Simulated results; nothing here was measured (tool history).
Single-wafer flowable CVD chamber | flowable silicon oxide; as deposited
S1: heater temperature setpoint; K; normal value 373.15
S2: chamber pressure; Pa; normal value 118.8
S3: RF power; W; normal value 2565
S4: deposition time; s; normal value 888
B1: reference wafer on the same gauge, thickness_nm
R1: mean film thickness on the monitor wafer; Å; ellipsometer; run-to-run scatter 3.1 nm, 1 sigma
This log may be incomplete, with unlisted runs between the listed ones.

Run 1, hour 0: usual settings but S2 130.5 Pa; B1 555.247. Result: R1 8382.48 Å.
Run 2, hour 9.2: usual settings but S2 95.9 Pa; B1 555.125. Result: R1 6135.47 Å.
Run 3, hour 19.2: usual settings but S2 95.9 Pa; B1 555.867. Result: R1 6138.76 Å.
At hour 28.5: gauge calibrated.
Run 4, hour 29.4: usual settings but S2 95.9 Pa; B1 555.018. Result: R1 6108.6 Å.
Run 5, hour 39.2: usual settings; B1 556.589. Result: R1 7673.5 Å.
Run 6, hour 54.2: usual settings; B1 554.937. Result: R1 7649.48 Å.
Run 7, hour 65.8: usual settings; B1 556.085. Result: R1 7637.07 Å.
Run 8, hour 83: usual settings; B1 555.709. Result: R1 7614.74 Å.
Run 9, hour 94.5: usual settings; B1 555.778. Result: R1 7563.99 Å.
At hour 124.9: thermocouple changed; heater temperature recalibrated.
At hour 128.1: RF generator calibrated.
At hour 139.4: capacitance manometer re-zeroed and calibrated.
Run 10, hour 139.9: usual settings; B1 555.219. Result: R1 4912.49 Å.
Run 11, hour 147.7: usual settings; B1 556.137. Result: R1 4871.87 Å.
Run 12, hour 154.4: usual settings but S1 367.15 K, S2 146.4 Pa, S3 2300 W; B1 557.067. Result: R1 7372.86 Å.
Run 13, hour 168.2: usual settings but S3 3035 W; B1 555.945. Result: R1 5012.12 Å.
Run 14, hour 178.1: usual settings; B1 556.147. Result: R1 4927.55 Å.
At hour 190: thermocouple changed; heater temperature recalibrated, repeated, since the last time left the tool worse.
Run 15, hour 194.8: usual settings; B1 556.688. Result: R1 6385.41 Å.
Run 16, hour 202.3: usual settings but S4 778 s; B1 555.552. Result: R1 5614.67 Å.
At hour 214.7: showerhead replaced.
Run 17, hour 215.2: usual settings but S1 388.15 K, S2 98 Pa, S4 840 s; B1 555.929. Result: R1 2894.39 Å.
At hour 222: gauge calibrated.
Run 18, hour 222.6: usual settings but S2 142 Pa, S3 3000 W, S4 960 s; B1 555.931. Result: R1 8573.3 Å.
Run 19, hour 239.3: usual settings; B1 556.553. Result: R1 6443.18 Å.
Run 20, hour 250.6: usual settings but S1 381.15 K, S2 109.9 Pa; B1 556.213. Result: R1 4408.58 Å.
Run 21, hour 262.5: usual settings; B1 555.157. Result: R1 6451.48 Å.
Run 22, hour 272.8: usual settings but S3 2100 W, S4 823 s; B1 557.119. Result: R1 5554.7 Å.
Run 23, hour 286.8: usual settings but S1 380.15 K, S4 761 s; B1 555.205. Result: R1 4248.67 Å.

Forecast each of these 4 alternatives for the next run:
Run A, hour 287.4: usual settings but S1 363.15 K; B1 ?. Result: R1 ?.
Run B, hour 287.4: usual settings but S1 364.15 K; B1 ?. Result: R1 ?.
Run C, hour 287.4: usual settings but S1 366.15 K; B1 ?. Result: R1 ?.
Run D, hour 287.4: usual settings but S1 362.15 K, S2 91.1 Pa, S4 793 s; B1 ?. Result: R1 ?.

run       B1       R1
  A  554.602   9427.5
  B  554.602  9118.21
  C  554.602  8440.87
  D  554.602  6639.01
Without the tool's unlogged condition, the same runs would have read:
run       R1
  A  9503.88
  B  9192.31
  C  8519.47
  D  6693.13
